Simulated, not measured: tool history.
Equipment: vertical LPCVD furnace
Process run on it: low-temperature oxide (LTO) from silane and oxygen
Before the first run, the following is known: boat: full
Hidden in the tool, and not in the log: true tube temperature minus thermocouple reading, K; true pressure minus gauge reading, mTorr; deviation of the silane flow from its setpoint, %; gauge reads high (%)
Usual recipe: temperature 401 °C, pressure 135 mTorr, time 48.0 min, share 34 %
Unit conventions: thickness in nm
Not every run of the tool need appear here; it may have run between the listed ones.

run,hour,temperature,pressure,time,share,wafers since the last listed run,hours since the last temperature calibration,hours since the pressure gauge was zeroed,hours since the silane flow controller was replaced,hours since the gauge calibration,"read-back reference wafer on the same gauge, thickness",thickness
1,0.0,401,135,48.0,34,0,2424.0,3052.9,3243.5,398.4,182.96,215.89
2,38.3,401,135,48.0,34,395,2462.3,3091.2,3281.8,436.7,182.91,215.41
3,111.0,401,135,48.0,34,750,2535.0,3163.9,3354.5,509.4,182.95,215.26
4,206.7,401,135,48.0,34,987,2630.7,3259.6,3450.2,605.1,183.06,214.74
5,314.2,401,135,48.0,34,1109,2738.2,3367.1,3557.7,712.6,183.06,216.52
6,409.7,401,135,48.0,34,985,2833.7,3462.6,3653.2,808.1,182.80,215.84
7,493.4,401,135,48.0,34,863,2917.4,3546.3,3736.9,891.8,183.11,215.12
8,534.6,401,120,48.0,38,425,2958.6,3587.5,3778.1,933.0,183.04,224.20
9,724.5,401,120,48.0,38,1960,3148.5,3777.4,3968.0,1122.9,183.12,224.69
# hour 782.4: pressure gauge zeroed
10,803.0,401,120,48.0,38,562,3227.0,20.6,4046.5,1201.4,183.15,218.84
11,868.0,401,135,48.0,34,670,3292.0,85.6,4111.5,1266.4,183.07,211.06
12,947.2,401,135,48.0,34,817,3371.2,164.8,4190.7,1345.6,183.00,209.24
13,1015.8,401,160,38.5,34,708,3439.8,233.4,4259.3,1414.2,182.90,200.07
# hour 1033.0: gauge calibrated
14,1059.0,393,160,48.0,34,445,3483.0,276.6,4302.5,26.0,183.04,226.47
# hour 1095.3: silane flow controller replaced
15,1142.1,398,135,48.0,37,610,3566.1,359.7,46.8,109.1,183.12,240.66
# hour 1227.3: thermocouples replaced and temperature profile calibrated
16,1248.9,401,135,64.5,37,854,21.6,466.5,153.6,215.9,182.94,333.07
17,1326.0,401,135,48.0,34,795,98.7,543.6,230.7,293.0,182.77,221.80
18,1411.2,408,165,48.0,34,879,183.9,628.8,315.9,378.2,183.04,291.22
19,1479.3,397,125,39.0,28,702,252.0,696.9,384.0,446.3,183.02,118.79
20,1537.7,405,135,48.0,34,602,310.4,755.3,442.4,504.7,182.97,230.47
21,1630.4,408,165,48.0,34,956,403.1,848.0,535.1,597.4,182.96,290.43
22,1672.8,401,135,35.0,37,437,445.5,890.4,577.5,639.8,182.93,178.86
23,1757.6,411,125,48.0,34,875,530.3,975.2,662.3,724.6,183.17,226.71
24,1820.3,401,145,48.0,34,647,593.0,1037.9,725.0,787.3,183.08,234.71
25,1882.8,401,135,64.5,37,645,655.5,1100.4,787.5,849.8,182.92,328.59

Consider 4 possible next runs. They are alternatives, not a sequence: every one starts from the tool as it was left by run 25. What does each give?
A,1887.2,401,135,48.0,34,45,659.9,1104.8,791.9,854.2,?,?
B,1887.2,391,160,48.0,34,45,659.9,1104.8,791.9,854.2,?,?
C,1887.2,401,135,48.0,31,45,659.9,1104.8,791.9,854.2,?,?
D,1887.2,398,120,48.0,34,45,659.9,1104.8,791.9,854.2,?,?

run,"read-back reference wafer on the same gauge, thickness",thickness
A,183.07,217.82
B,183.07,229.49
C,183.07,191.00
D,183.07,186.97
With the hidden condition removed and each run's random variation left untouched, the same runs would have given:
run,thickness
A,222.62
B,234.64
C,195.64
D,191.13
